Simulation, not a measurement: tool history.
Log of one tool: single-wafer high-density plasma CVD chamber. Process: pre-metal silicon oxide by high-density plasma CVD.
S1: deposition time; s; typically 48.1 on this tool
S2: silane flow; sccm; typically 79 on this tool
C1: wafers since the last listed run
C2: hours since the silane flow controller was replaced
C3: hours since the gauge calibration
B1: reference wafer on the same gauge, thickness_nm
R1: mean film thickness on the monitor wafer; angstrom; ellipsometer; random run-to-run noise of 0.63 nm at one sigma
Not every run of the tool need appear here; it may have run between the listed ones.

run 1 hour=0 | S1=48.1 S2=79 | C1=0 C2=3700.4 C3=112.2 | B1=309.964 | R1=3455.97
run 2 hour=13.8 | S1=48.1 S2=79 | C1=355 C2=3714.2 C3=126 | B1=309.908 | R1=3454.72
run 3 hour=31.4 | S1=48.1 S2=79 | C1=453 C2=3731.8 C3=143.6 | B1=310.095 | R1=3460.25
run 4 hour=39.8 | S1=48.1 S2=79 | C1=216 C2=3740.2 C3=152 | B1=309.973 | R1=3449.44
run 5 hour=52 | S1=48.1 S2=79 | C1=314 C2=3752.4 C3=164.2 | B1=309.822 | R1=3451.6
run 6 hour=61.2 | S1=48.1 S2=79 | C1=236 C2=3761.6 C3=173.4 | B1=310.016 | R1=3450.18
run 7 hour=71.9 | S1=48.1 S2=79 | C1=275 C2=3772.3 C3=184.1 | B1=310.051 | R1=3445.25
run 8 hour=80 | S1=48.1 S2=79 | C1=208 C2=3780.4 C3=192.2 | B1=310.16 | R1=3451.21
run 9 hour=92.8 | S1=48.1 S2=79 | C1=329 C2=3793.2 C3=205 | B1=309.99 | R1=3454.12
run 10 hour=104.4 | S1=48.1 S2=79 | C1=298 C2=3804.8 C3=216.6 | B1=309.957 | R1=3439.71
run 11 hour=120.6 | S1=48.1 S2=79 | C1=417 C2=3821 C3=232.8 | B1=310.021 | R1=3439.83
run 12 hour=132.1 | S1=48.1 S2=79 | C1=296 C2=3832.5 C3=244.3 | B1=310.146 | R1=3452.14
run 13 hour=150 | S1=41.2 S2=79 | C1=460 C2=3850.4 C3=262.2 | B1=309.846 | R1=2964.62
run 14 hour=162.9 | S1=41.2 S2=79 | C1=332 C2=3863.3 C3=275.1 | B1=309.818 | R1=2956.07
run 15 hour=177.1 | S1=48.1 S2=79 | C1=365 C2=3877.5 C3=289.3 | B1=310.034 | R1=3442.5
-- hour=179.6 gauge calibrated
run 16 hour=192.8 | S1=48.1 S2=79 | C1=404 C2=3893.2 C3=13.2 | B1=310.18 | R1=3448.98
run 17 hour=203.3 | S1=48.1 S2=79 | C1=270 C2=3903.7 C3=23.7 | B1=310.102 | R1=3449.49
run 18 hour=224.6 | S1=48.1 S2=79 | C1=548 C2=3925 C3=45 | B1=309.962 | R1=3462.36
run 19 hour=231.9 | S1=48.1 S2=85 | C1=188 C2=3932.3 C3=52.3 | B1=310.074 | R1=3708.3
run 20 hour=248.2 | S1=48.1 S2=85 | C1=419 C2=3948.6 C3=68.6 | B1=309.947 | R1=3716.74
run 21 hour=262.5 | S1=48.1 S2=85 | C1=368 C2=3962.9 C3=82.9 | B1=309.998 | R1=3715.99
run 22 hour=308.5 | S1=48.1 S2=79 | C1=1184 C2=4008.9 C3=128.9 | B1=309.808 | R1=3457.2
run 23 hour=324.3 | S1=48.1 S2=79 | C1=406 C2=4024.7 C3=144.7 | B1=309.982 | R1=3453.34
run 24 hour=340.2 | S1=55.8 S2=71 | C1=409 C2=4040.6 C3=160.6 | B1=309.977 | R1=3585.7
run 25 hour=352.7 | S1=48.1 S2=79 | C1=321 C2=4053.1 C3=173.1 | B1=309.978 | R1=3449.95
run 26 hour=366.3 | S1=48.1 S2=79 | C1=350 C2=4066.7 C3=186.7 | B1=309.915 | R1=3454.55
run 27 hour=375.1 | S1=40.7 S2=65 | C1=226 C2=4075.5 C3=195.5 | B1=309.961 | R1=2402.46
run 28 hour=382.7 | S1=48.1 S2=85 | C1=195 C2=4083.1 C3=203.1 | B1=310.057 | R1=3704.5
run 29 hour=392.7 | S1=57.5 S2=79 | C1=257 C2=4093.1 C3=213.1 | B1=310.007 | R1=4115.13
run 30 hour=406.2 | S1=48.1 S2=79 | C1=347 C2=4106.6 C3=226.6 | B1=310.075 | R1=3436.21
run 31 hour=419.5 | S1=56.7 S2=79 | C1=342 C2=4119.9 C3=239.9 | B1=309.959 | R1=4074.05
run 32 hour=433 | S1=48.1 S2=79 | C1=347 C2=4133.4 C3=253.4 | B1=310.035 | R1=3447.79
run 33 hour=444.8 | S1=48.1 S2=79 | C1=303 C2=4145.2 C3=265.2 | B1=310.001 | R1=3440.42
-- hour=456.8 silane flow controller replaced
run 34 hour=457.3 | S1=51.5 S2=79 | C1=115 C2=0.5 C3=277.7 | B1=310.053 | R1=3923.05
run 35 hour=463.9 | S1=44.4 S2=88 | C1=169 C2=7.1 C3=284.3 | B1=309.888 | R1=3777.03
run 36 hour=470.6 | S1=48.1 S2=79 | C1=172 C2=13.8 C3=291 | B1=309.85 | R1=3667.98
run 37 hour=484.8 | S1=48.1 S2=79 | C1=365 C2=28 C3=305.2 | B1=310.01 | R1=3670.13
run 38 hour=500.7 | S1=56.5 S2=74 | C1=409 C2=43.9 C3=321.1 | B1=309.891 | R1=4014.34
run 39 hour=510.9 | S1=44.6 S2=71 | C1=262 C2=54.1 C3=331.3 | B1=309.912 | R1=3050.37
-- hour=512.2 gauge calibrated
run 40 hour=520.7 | S1=57.6 S2=79 | C1=252 C2=63.9 C3=8.5 | B1=309.936 | R1=4376.57
run 41 hour=533.1 | S1=48.1 S2=79 | C1=319 C2=76.3 C3=20.9 | B1=309.973 | R1=3660.36
run 42 hour=547.5 | S1=54.3 S2=93 | C1=370 C2=90.7 C3=35.3 | B1=309.915 | R1=4862.85
run 43 hour=559.3 | S1=40.4 S2=85 | C1=303 C2=102.5 C3=47.1 | B1=310.019 | R1=3297.57
run 44 hour=565.8 | S1=56.1 S2=73 | C1=167 C2=109 C3=53.6 | B1=310.243 | R1=3930.1
run 45 hour=578.9 | S1=48.1 S2=79 | C1=337 C2=122.1 C3=66.7 | B1=309.883 | R1=3654.34
run 46 hour=594.9 | S1=42.7 S2=79 | C1=412 C2=138.1 C3=82.7 | B1=309.897 | R1=3239.71

What differs in the tool's unlogged condition from the final listed run ahead of each entry between runs to the first listed run following it?
Logged between run 15 and run 16: gauge calibrated (hour 179.6)
  no difference in the tool's unlogged condition between these two runs
  measured result minus the result with no hidden state, R1: -219.1 -> -219.66 angstrom
Logged between run 33 and run 34: silane flow controller replaced (hour 456.8)
  delivered silane flow above the setpoint (%): -6.06 -> -0.0105
  measured result minus the result with no hidden state, R1: -221.36 -> -0.41 angstrom
Logged between run 39 and run 40: gauge calibrated (hour 512.2)
  delivered silane flow above the setpoint (%): -0.212 -> -0.249
  measured result minus the result with no hidden state, R1: -6.47 -> -10.87 angstrom
